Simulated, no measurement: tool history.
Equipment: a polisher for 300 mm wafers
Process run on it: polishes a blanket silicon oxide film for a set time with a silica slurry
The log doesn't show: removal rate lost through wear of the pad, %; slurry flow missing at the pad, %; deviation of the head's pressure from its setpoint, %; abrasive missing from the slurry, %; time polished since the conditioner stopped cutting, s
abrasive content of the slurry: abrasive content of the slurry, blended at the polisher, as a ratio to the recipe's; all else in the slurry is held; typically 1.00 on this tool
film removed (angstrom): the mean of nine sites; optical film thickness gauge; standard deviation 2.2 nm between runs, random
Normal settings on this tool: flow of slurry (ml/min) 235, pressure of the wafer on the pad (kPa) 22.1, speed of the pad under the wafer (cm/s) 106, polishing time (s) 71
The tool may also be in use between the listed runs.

run    day  flow of slurry (ml/min)  pressure of the wafer on the pad (kPa)  speed of the pad under the wafer (cm/s)  abrasive content of the slurry  polishing time (s)  wafers since the last listed run  wafers polished on this pad  hours since the slurry nozzle was cleaned  hours since the head pressure was calibrated  hours since the slurry blender was calibrated  hours since the conditioning disc was replaced  incoming thickness of the incoming film, nm  film removed (angstrom)
  1  0.000                      290                                    15.2                                      106                            1.20                  71                                 0                         1079                                       98.9                                         323.8                                          407.3                                           123.8                                       1517.3                     1278
     0.296  -- slurry blender recalibrated
  2  0.342                      285                                    26.9                                      106                            0.85                  71                                69                         1148                                      107.1                                         332.0                                            1.1                                           132.0                                       1514.7                     1645
  3  0.675                      305                                    28.3                                      106                            1.20                  53                                89                         1237                                      115.1                                         340.0                                            9.1                                           140.0                                       1493.4                     1514
     0.862  -- worn pad replaced by a new one
  4  1.383                      235                                    22.1                                      106                            1.00                  71                               144                          139                                      132.1                                         357.0                                           26.1                                           157.0                                       1508.4                     1534
  5  1.758                      170                                    28.3                                      124                            1.00                  92                               100                          240                                      141.1                                         366.0                                           35.1                                           166.0                                       1512.5                     2492
  6  2.046                      235                                    22.1                                      106                            0.90                  71                                76                          317                                      148.0                                         372.9                                           42.0                                           172.9                                       1520.1                     1385
  7  2.554                      260                                    26.2                                      106                            1.00                  71                               136                          453                                      160.2                                         385.1                                           54.2                                           185.1                                       1507.6                     1778
     3.171  -- conditioning disc replaced and pad reconditioned
  8  3.221                      235                                    22.1                                      106                            1.00                  71                               156                          609                                      176.2                                         401.1                                           70.2                                             1.2                                       1489.6                     1518
  9  3.483                      235                                    22.1                                      106                            1.00                  71                                70                          679                                      182.5                                         407.4                                           76.5                                             7.5                                       1498.3                     1512
 10  4.138                      235                                    22.1                                       98                            1.00                  88                               175                          854                                      198.2                                         423.1                                           92.2                                            23.2                                       1507.6                     1797
     4.696  -- head pressure recalibrated
     5.242  -- slurry nozzle cleaned
     5.321  -- worn pad replaced by a new one
 11  5.846                      235                                    22.1                                      144                            1.00                  71                               402                          140                                       14.5                                          27.6                                          133.2                                            64.2                                       1529.3                     1868
 12  6.392                      185                                    22.1                                      106                            1.00                  71                               146                          286                                       27.6                                          40.7                                          146.3                                            77.3                                       1516.7                     1444
 13  6.683                      235                                    22.1                                      140                            0.90                  78                                78                          364                                       34.6                                          47.7                                          153.3                                            84.3                                       1513.7                     1916

The next listed run, before its measurement:
 14  6.988                      165                                    29.0                                      106                            0.80                  58                                81                          445                                       41.9                                          55.0                                          160.6                                            91.6                                       1499.3                        ?

film removed (angstrom): 1289
The same run, on a tool lacking any hidden state, would have yielded film removed (angstrom) 1289.
